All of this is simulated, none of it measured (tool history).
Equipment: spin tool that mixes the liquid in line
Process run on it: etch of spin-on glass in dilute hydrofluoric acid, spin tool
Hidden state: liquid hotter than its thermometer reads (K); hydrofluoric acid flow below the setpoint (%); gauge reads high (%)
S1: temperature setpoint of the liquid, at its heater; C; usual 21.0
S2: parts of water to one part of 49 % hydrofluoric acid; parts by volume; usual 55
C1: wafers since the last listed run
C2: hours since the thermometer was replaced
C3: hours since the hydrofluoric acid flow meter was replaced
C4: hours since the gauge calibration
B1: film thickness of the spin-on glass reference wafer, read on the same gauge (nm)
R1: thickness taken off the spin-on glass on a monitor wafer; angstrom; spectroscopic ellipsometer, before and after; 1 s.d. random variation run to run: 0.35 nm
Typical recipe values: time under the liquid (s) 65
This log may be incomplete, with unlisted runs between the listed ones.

Run 1, hour 0.0: usual settings; C1 0; C2 884.7; C3 645.7; C4 1247.9; B1 69.99. Result: R1 546.1 angstrom.
Run 2, hour 45.6: usual settings; C1 472; C2 930.3; C3 691.3; C4 1293.5; B1 69.97. Result: R1 543.6 angstrom.
Run 3, hour 128.4: usual settings; C1 857; C2 1013.1; C3 774.1; C4 1376.3; B1 70.03. Result: R1 550.5 angstrom.
Run 4, hour 186.2: usual settings; C1 598; C2 1070.9; C3 831.9; C4 1434.1; B1 70.02. Result: R1 553.2 angstrom.
Run 5, hour 275.5: usual settings; C1 924; C2 1160.2; C3 921.2; C4 1523.4; B1 70.00. Result: R1 551.6 angstrom.
Run 6, hour 346.7: usual settings; C1 737; C2 1231.4; C3 992.4; C4 1594.6; B1 69.98. Result: R1 545.1 angstrom.
Run 7, hour 405.7: usual settings; C1 611; C2 1290.4; C3 1051.4; C4 1653.6; B1 69.97. Result: R1 550.0 angstrom.
Run 8, hour 501.0: usual settings; C1 987; C2 1385.7; C3 1146.7; C4 1748.9; B1 69.99. Result: R1 559.3 angstrom.
Run 9, hour 600.0: usual settings; C1 1025; C2 1484.7; C3 1245.7; C4 1847.9; B1 70.03. Result: R1 553.9 angstrom.
Run 10, hour 666.4: usual settings; C1 687; C2 1551.1; C3 1312.1; C4 1914.3; B1 70.03. Result: R1 557.8 angstrom.
Run 11, hour 748.4: usual settings but S1 23.5 C, S2 70 parts by volume; C1 849; C2 1633.1; C3 1394.1; C4 1996.3; B1 69.94. Result: R1 474.9 angstrom.
Run 12, hour 846.1: usual settings but S1 19.5 C, S2 65 parts by volume; C1 1012; C2 1730.8; C3 1491.8; C4 2094.0; B1 69.97. Result: R1 437.3 angstrom.
Run 13, hour 909.2: usual settings; C1 653; C2 1793.9; C3 1554.9; C4 2157.1; B1 70.04. Result: R1 555.1 angstrom.
Run 14, hour 964.0: usual settings but S2 80 parts by volume; C1 567; C2 1848.7; C3 1609.7; C4 2211.9; B1 69.94. Result: R1 372.0 angstrom.
Run 15, hour 1011.3: usual settings but S1 18.0 C, S2 40 parts by volume; C1 489; C2 1896.0; C3 1657.0; C4 2259.2; B1 70.05. Result: R1 695.5 angstrom.
Run 16, hour 1075.5: usual settings; C1 664; C2 1960.2; C3 1721.2; C4 2323.4; B1 70.04. Result: R1 563.8 angstrom.
Run 17, hour 1133.9: usual settings; C1 604; C2 2018.6; C3 1779.6; C4 2381.8; B1 70.02. Result: R1 568.0 angstrom.
Run 18, hour 1181.0: usual settings but S1 17.0 C; C1 487; C2 2065.7; C3 1826.7; C4 2428.9; B1 69.97. Result: R1 477.4 angstrom.
Run 19, hour 1284.1: usual settings but S2 75 parts by volume, time under the liquid (s) 95; C1 1067; C2 2168.8; C3 1929.8; C4 2532.0; B1 70.01. Result: R1 591.2 angstrom.
Run 20, hour 1326.5: usual settings but S1 17.0 C, S2 65 parts by volume, time under the liquid (s) 25; C1 439; C2 2211.2; C3 1972.2; C4 2574.4; B1 69.99. Result: R1 154.7 angstrom.
At hour 1359.6: thermometer replaced.
Run 21, hour 1423.9: usual settings; C1 998; C2 64.3; C3 2069.6; C4 2671.8; B1 70.01. Result: R1 537.3 angstrom.
Run 22, hour 1473.3: usual settings but time under the liquid (s) 95; C1 511; C2 113.7; C3 2119.0; C4 2721.2; B1 69.93. Result: R1 788.6 angstrom.
At hour 1487.5: hydrofluoric acid flow meter replaced.
Run 23, hour 1527.7: usual settings but S1 19.5 C; C1 553; C2 168.1; C3 40.2; C4 2775.6; B1 70.02. Result: R1 509.9 angstrom.
Run 24, hour 1608.9: usual settings but S1 23.0 C, time under the liquid (s) 30; C1 841; C2 249.3; C3 121.4; C4 2856.8; B1 69.96. Result: R1 273.1 angstrom.
At hour 1669.2: gauge calibrated.
Run 25, hour 1675.9: usual settings but S1 18.5 C, S2 25 parts by volume; C1 694; C2 316.3; C3 188.4; C4 6.7; B1 70.04. Result: R1 1094.9 angstrom.
Run 26, hour 1745.8: usual settings; C1 724; C2 386.2; C3 258.3; C4 76.6; B1 69.98. Result: R1 542.8 angstrom.
Run 27, hour 1802.6: usual settings; C1 588; C2 443.0; C3 315.1; C4 133.4; B1 70.01. Result: R1 542.4 angstrom.
Run 28, hour 1857.3: usual settings; C1 566; C2 497.7; C3 369.8; C4 188.1; B1 69.98. Result: R1 542.3 angstrom.
Run 29, hour 1907.1: usual settings; C1 515; C2 547.5; C3 419.6; C4 237.9; B1 69.96. Result: R1 549.8 angstrom.
Run 30, hour 2014.7: usual settings but S1 17.0 C, S2 65 parts by volume, time under the liquid (s) 25; C1 1114; C2 655.1; C3 527.2; C4 345.5; B1 69.93. Result: R1 148.3 angstrom.
Run 31, hour 2079.7: usual settings; C1 673; C2 720.1; C3 592.2; C4 410.5; B1 70.01. Result: R1 551.8 angstrom.
Run 32, hour 2182.4: usual settings but S1 18.0 C, S2 45 parts by volume, time under the liquid (s) 85; C1 1063; C2 822.8; C3 694.9; C4 513.2; B1 69.99. Result: R1 780.4 angstrom.
Run 33, hour 2261.2: usual settings but S1 19.5 C, S2 75 parts by volume, time under the liquid (s) 55; C1 816; C2 901.6; C3 773.7; C4 592.0; B1 70.00. Result: R1 311.9 angstrom.
Run 34, hour 2337.6: usual settings but S2 30 parts by volume, time under the liquid (s) 30; C1 791; C2 978.0; C3 850.1; C4 668.4; B1 69.98. Result: R1 482.6 angstrom.

Entry by entry between the runs, the difference in hidden state between the last listed run before and the first listed run after:
From run 20 to run 21: thermometer replaced (hour 1359.6)
  liquid hotter than its thermometer reads (K): 1.17 -> 0.104
  measured minus no-state result, R1: +7.6 -> +2.2 angstrom
From run 22 to run 23: hydrofluoric acid flow meter replaced (hour 1487.5)
  liquid hotter than its thermometer reads (K): 0.129 -> 0.155
  measured minus no-state result, R1: +4.3 -> +3.4 angstrom
From run 24 to run 25: gauge calibrated (hour 1669.2)
  liquid hotter than its thermometer reads (K): 0.196 -> 0.229
  measured minus no-state result, R1: +2.2 -> +10.9 angstrom
